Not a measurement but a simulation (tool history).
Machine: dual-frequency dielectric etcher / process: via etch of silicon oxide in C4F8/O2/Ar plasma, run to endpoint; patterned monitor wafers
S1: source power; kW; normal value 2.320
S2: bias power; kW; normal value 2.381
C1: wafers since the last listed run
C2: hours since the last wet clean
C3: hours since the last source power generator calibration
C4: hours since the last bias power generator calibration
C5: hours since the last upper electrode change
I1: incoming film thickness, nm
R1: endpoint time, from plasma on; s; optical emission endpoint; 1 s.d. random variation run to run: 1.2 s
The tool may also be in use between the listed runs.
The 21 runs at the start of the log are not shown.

run,hour,S1,S2,C1,C2,C3,C4,C5,I1,R1
22,299.7,2.170,2.926,31,73.9,144.3,159.2,89.5,871.4,154.2
23,310.5,1.870,2.647,44,84.7,155.1,170.0,100.3,890.8,170.1
24,324.0,1.900,2.381,55,98.2,168.6,183.5,113.8,878.3,170.5
25,331.7,2.320,2.658,31,105.9,176.3,191.2,121.5,887.2,160.2
26,348.3,2.640,2.745,67,122.5,192.9,207.8,138.1,885.6,153.1
27,365.9,2.320,2.770,71,140.1,210.5,225.4,155.7,885.8,155.8
28,378.8,2.170,2.926,52,153.0,223.4,238.3,168.6,892.6,158.1
29,386.7,2.320,2.588,32,160.9,231.3,246.2,176.5,889.4,164.2
30,399.3,2.320,2.151,51,173.5,243.9,258.8,189.1,891.5,173.2
31,408.2,2.090,2.063,36,182.4,252.8,267.7,198.0,888.7,180.9
32,422.1,2.620,2.037,56,196.3,266.7,281.6,211.9,881.7,168.5
33,432.9,2.320,2.381,44,207.1,277.5,292.4,222.7,883.9,164.0
34,443.0,2.090,2.063,41,217.2,287.6,302.5,232.8,888.5,179.8
35,452.0,2.320,2.141,36,226.2,296.6,311.5,241.8,885.8,173.3
36,459.8,1.770,1.891,31,234.0,304.4,319.3,249.6,883.8,193.0

Predict each of these 3 candidate next runs independently; none follows another, all start after run 36:
A,460.3,2.320,2.381,2,234.5,304.9,319.8,250.1,888.0,?
B,460.3,1.970,2.618,2,234.5,304.9,319.8,250.1,888.0,?
C,460.3,2.090,1.933,2,234.5,304.9,319.8,250.1,888.0,?

run,R1
A,167.8
B,169.7
C,184.1
Stripped of hidden state, with their random variation kept, the same runs would have yielded:
run,R1
A,162.3
B,164.1
C,178.1
